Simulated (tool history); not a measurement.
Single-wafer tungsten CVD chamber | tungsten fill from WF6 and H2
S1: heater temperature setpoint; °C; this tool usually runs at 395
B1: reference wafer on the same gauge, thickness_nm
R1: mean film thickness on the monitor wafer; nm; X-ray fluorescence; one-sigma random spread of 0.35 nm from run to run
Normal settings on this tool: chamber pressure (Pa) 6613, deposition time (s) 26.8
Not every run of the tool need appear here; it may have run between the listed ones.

run 1 hour=0.0 | S1=395 chamber_pressure_(Pa)=7093 deposition_time_(s)=26.8 | B1=95.090 | R1=92.648
run 2 hour=61.6 | S1=395 chamber_pressure_(Pa)=6613 deposition_time_(s)=26.8 | B1=95.070 | R1=90.735
run 3 hour=157.0 | S1=395 chamber_pressure_(Pa)=6613 deposition_time_(s)=26.8 | B1=95.021 | R1=90.441
run 4 hour=194.3 | S1=395 chamber_pressure_(Pa)=6613 deposition_time_(s)=22.9 | B1=95.119 | R1=78.010
run 5 hour=260.5 | S1=395 chamber_pressure_(Pa)=6613 deposition_time_(s)=22.9 | B1=95.045 | R1=77.813
run 6 hour=359.2 | S1=400 chamber_pressure_(Pa)=5493 deposition_time_(s)=26.8 | B1=95.057 | R1=95.595
run 7 hour=456.0 | S1=400 chamber_pressure_(Pa)=5493 deposition_time_(s)=26.8 | B1=95.017 | R1=96.114
-- hour=492.5 thermocouple changed; heater temperature recalibrated
run 8 hour=536.5 | S1=400 chamber_pressure_(Pa)=5493 deposition_time_(s)=26.8 | B1=95.016 | R1=95.946
-- hour=556.8 showerhead replaced
run 9 hour=621.9 | S1=395 chamber_pressure_(Pa)=6613 deposition_time_(s)=26.8 | B1=94.965 | R1=90.046
run 10 hour=729.2 | S1=395 chamber_pressure_(Pa)=6613 deposition_time_(s)=30.7 | B1=94.892 | R1=103.718
run 11 hour=783.9 | S1=395 chamber_pressure_(Pa)=6613 deposition_time_(s)=26.8 | B1=95.022 | R1=91.133
run 12 hour=832.6 | S1=395 chamber_pressure_(Pa)=6613 deposition_time_(s)=26.8 | B1=94.970 | R1=91.053
run 13 hour=868.7 | S1=395 chamber_pressure_(Pa)=6613 deposition_time_(s)=25.3 | B1=95.013 | R1=84.957
run 14 hour=941.8 | S1=406 chamber_pressure_(Pa)=6613 deposition_time_(s)=23.0 | B1=95.074 | R1=96.886
run 15 hour=1105.8 | S1=395 chamber_pressure_(Pa)=6613 deposition_time_(s)=26.8 | B1=94.960 | R1=89.859
run 16 hour=1201.5 | S1=408 chamber_pressure_(Pa)=7946 deposition_time_(s)=26.8 | B1=94.960 | R1=123.857
run 17 hour=1285.7 | S1=395 chamber_pressure_(Pa)=6613 deposition_time_(s)=26.8 | B1=95.040 | R1=89.496
run 18 hour=1323.5 | S1=406 chamber_pressure_(Pa)=7626 deposition_time_(s)=22.7 | B1=95.023 | R1=99.542
run 19 hour=1385.1 | S1=395 chamber_pressure_(Pa)=6613 deposition_time_(s)=26.8 | B1=94.961 | R1=88.646
run 20 hour=1431.1 | S1=395 chamber_pressure_(Pa)=6613 deposition_time_(s)=26.8 | B1=95.018 | R1=88.784
run 21 hour=1502.8 | S1=395 chamber_pressure_(Pa)=6613 deposition_time_(s)=31.0 | B1=94.992 | R1=101.772
-- hour=1535.7 capacitance manometer re-zeroed and calibrated
-- hour=1545.2 gauge calibrated
run 22 hour=1571.0 | S1=395 chamber_pressure_(Pa)=6613 deposition_time_(s)=26.8 | B1=95.009 | R1=92.117
run 23 hour=1614.9 | S1=385 chamber_pressure_(Pa)=7173 deposition_time_(s)=21.8 | B1=94.951 | R1=60.973
run 24 hour=1719.9 | S1=390 chamber_pressure_(Pa)=5893 deposition_time_(s)=23.8 | B1=94.974 | R1=70.504
run 25 hour=1837.3 | S1=395 chamber_pressure_(Pa)=6613 deposition_time_(s)=26.8 | B1=95.049 | R1=90.862
run 26 hour=2118.9 | S1=382 chamber_pressure_(Pa)=6613 deposition_time_(s)=23.5 | B1=95.038 | R1=59.941
run 27 hour=2179.9 | S1=409 chamber_pressure_(Pa)=8119 deposition_time_(s)=31.9 | B1=94.946 | R1=154.972
run 28 hour=2220.8 | S1=409 chamber_pressure_(Pa)=7359 deposition_time_(s)=31.1 | B1=94.950 | R1=146.798
run 29 hour=2325.1 | S1=395 chamber_pressure_(Pa)=6613 deposition_time_(s)=26.8 | B1=95.042 | R1=90.927
run 30 hour=2526.7 | S1=395 chamber_pressure_(Pa)=5040 deposition_time_(s)=26.8 | B1=95.083 | R1=84.043
run 31 hour=2681.9 | S1=395 chamber_pressure_(Pa)=5573 deposition_time_(s)=24.7 | B1=95.042 | R1=79.701
run 32 hour=2745.7 | S1=387 chamber_pressure_(Pa)=6613 deposition_time_(s)=29.2 | B1=95.045 | R1=83.167
run 33 hour=2818.5 | S1=395 chamber_pressure_(Pa)=6613 deposition_time_(s)=26.8 | B1=95.062 | R1=90.771

Here are 5 independent what-if runs from the current tool condition. What would each one return?
run A hour=2818.9 | S1=395 chamber_pressure_(Pa)=6613 deposition_time_(s)=26.8 | B1=? | R1=?
run B hour=2818.9 | S1=395 chamber_pressure_(Pa)=6613 deposition_time_(s)=21.5 | B1=? | R1=?
run C hour=2818.9 | S1=400 chamber_pressure_(Pa)=7226 deposition_time_(s)=22.5 | B1=? | R1=?
run D hour=2818.9 | S1=395 chamber_pressure_(Pa)=5973 deposition_time_(s)=21.9 | B1=? | R1=?
run E hour=2818.9 | S1=404 chamber_pressure_(Pa)=5293 deposition_time_(s)=22.5 | B1=? | R1=?

run=A B1=95.022 R1=90.768
run=B B1=95.022 R1=72.749
run=C B1=95.022 R1=87.000
run=D B1=95.022 R1=71.883
run=E B1=95.022 R1=85.951
With no hidden state in the tool, these same runs would have given:
run=A R1=91.765
run=B R1=73.548
run=C R1=87.929
run=D R1=72.672
run=E R1=86.909

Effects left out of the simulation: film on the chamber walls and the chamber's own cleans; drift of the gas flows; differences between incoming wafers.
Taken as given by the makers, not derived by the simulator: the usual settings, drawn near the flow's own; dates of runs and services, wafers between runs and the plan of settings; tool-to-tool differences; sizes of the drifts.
